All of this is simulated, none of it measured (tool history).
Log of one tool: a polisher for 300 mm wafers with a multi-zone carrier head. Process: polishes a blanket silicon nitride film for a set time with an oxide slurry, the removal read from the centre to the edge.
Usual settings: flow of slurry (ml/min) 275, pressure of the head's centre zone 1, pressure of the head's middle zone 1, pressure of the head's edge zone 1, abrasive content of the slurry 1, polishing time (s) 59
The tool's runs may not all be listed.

run,day,flow of slurry (ml/min),pressure of the head's centre zone,pressure of the head's middle zone,pressure of the head's edge zone,abrasive content of the slurry,polishing time (s),wafers since the last listed run,wafers polished on this pad,hours since the slurry nozzle was cleaned,hours since the centre zone pressure was calibrated,hours since the edge zone pressure was calibrated,hours since the carrier head's membrane was replaced,"incoming thickness of the incoming film, nm",film removed at the wafer's centre (angstrom),film removed at mid-radius (angstrom),film removed at the wafer's edge (angstrom)
1,0,370,1,0.9,1,1,59,0,803,629.3,735.5,723.7,134.7,488.7,306,316,343
2,2.104,315,0.92,1,1,1,45,567,1371,679.8,786,774.2,185.2,493.3,205,258,253
# day 3.508: edge zone pressure recalibrated
3,4.062,275,1,1,1,1,59,506,1877,726.8,833,13.3,232.2,494.2,286,328,323
4,5.979,275,1.09,1,1,1,59,517,2394,772.8,879,59.3,278.2,495.9,310,326,325
5,7.204,275,1,1.06,1.06,1,59,330,2725,802.2,908.4,88.7,307.6,489.9,280,336,329
6,9.879,275,1.12,1,0.91,1,59,721,3447,866.4,972.6,152.9,371.8,489.8,318,324,304
# day 10.183: centre zone pressure recalibrated
# day 10.842: slurry nozzle cleaned
7,12.708,275,1.1,1,0.95,0.75,59,729,4176,44.8,60.6,220.8,439.7,499.4,315,292,275
8,14.625,275,1,1,1,1,59,517,4694,90.8,106.6,266.8,485.7,492,344,351,343
9,17.196,275,1.11,1,1.1,1.3,65,693,5388,152.5,168.3,328.5,547.4,484.9,463,438,455
# day 17.754: worn pad replaced by a new one
10,19.904,305,1,1,1,1,59,685,580,217.5,233.3,393.5,612.4,482.9,336,357,340
11,21.971,275,1,1.08,1.05,1,59,557,1137,267.1,282.9,443.1,662,496.5,323,373,353
12,23.008,275,1,1,1,1,43,279,1417,292,307.8,468,686.9,499.8,235,249,246
13,24.317,275,1,1,1,1,59,353,1771,323.4,339.2,499.4,718.3,486.4,324,347,337
14,26.912,275,1,1,1,1,59,700,2471,385.7,401.5,561.7,780.6,481.4,315,334,334
15,28.454,345,0.93,1.06,0.93,1,59,416,2887,422.7,438.5,598.7,817.6,483.5,300,359,337
# day 30.396: edge zone pressure recalibrated
16,30.633,275,1,1,1,1,59,565,3453,475,490.8,5.7,869.9,497.8,309,342,331
17,32.346,275,1.11,1,0.94,0.75,74,462,3915,516.1,531.9,46.8,911,483.6,358,341,339
18,33.988,275,1,1,1,1,59,443,4358,555.5,571.3,86.2,950.4,493.2,302,336,328
19,36.642,275,1,1.1,0.97,1.2,68,716,5074,619.2,635,149.9,1014.1,484.2,378,442,410
20,37.738,355,1.03,1,0.92,1,70,295,5370,645.5,661.3,176.2,1040.4,483.9,385,416,379
21,38.996,230,1,1,1,1,59,339,5710,675.7,691.5,206.4,1070.6,487.8,283,314,314

The tool's hidden state at each run:
removal rate lost through wear of the pad, %: 0 in every run
deviation of the edge zone's pressure from its setpoint, %: 0 in every run
H1: slurry flow missing at the pad, %
H2: deviation of the centre zone's pressure from its setpoint, %
run,H1,H2
1,32.6,-12.8
2,35,-13
3,37.2,-13.1
4,39.3,-13.2
5,40.7,-13.3
6,43.7,-13.5
7,5.67,-1.86
8,7.81,-3.26
9,10.7,-4.85
10,13.7,-6.23
11,16,-7.1
12,17.2,-7.49
13,18.7,-7.94
14,21.6,-8.72
15,23.3,-9.11
16,25.7,-9.59
17,27.6,-9.92
18,29.5,-10.2
19,32.4,-10.6
20,33.7,-10.7
21,35.1,-10.9

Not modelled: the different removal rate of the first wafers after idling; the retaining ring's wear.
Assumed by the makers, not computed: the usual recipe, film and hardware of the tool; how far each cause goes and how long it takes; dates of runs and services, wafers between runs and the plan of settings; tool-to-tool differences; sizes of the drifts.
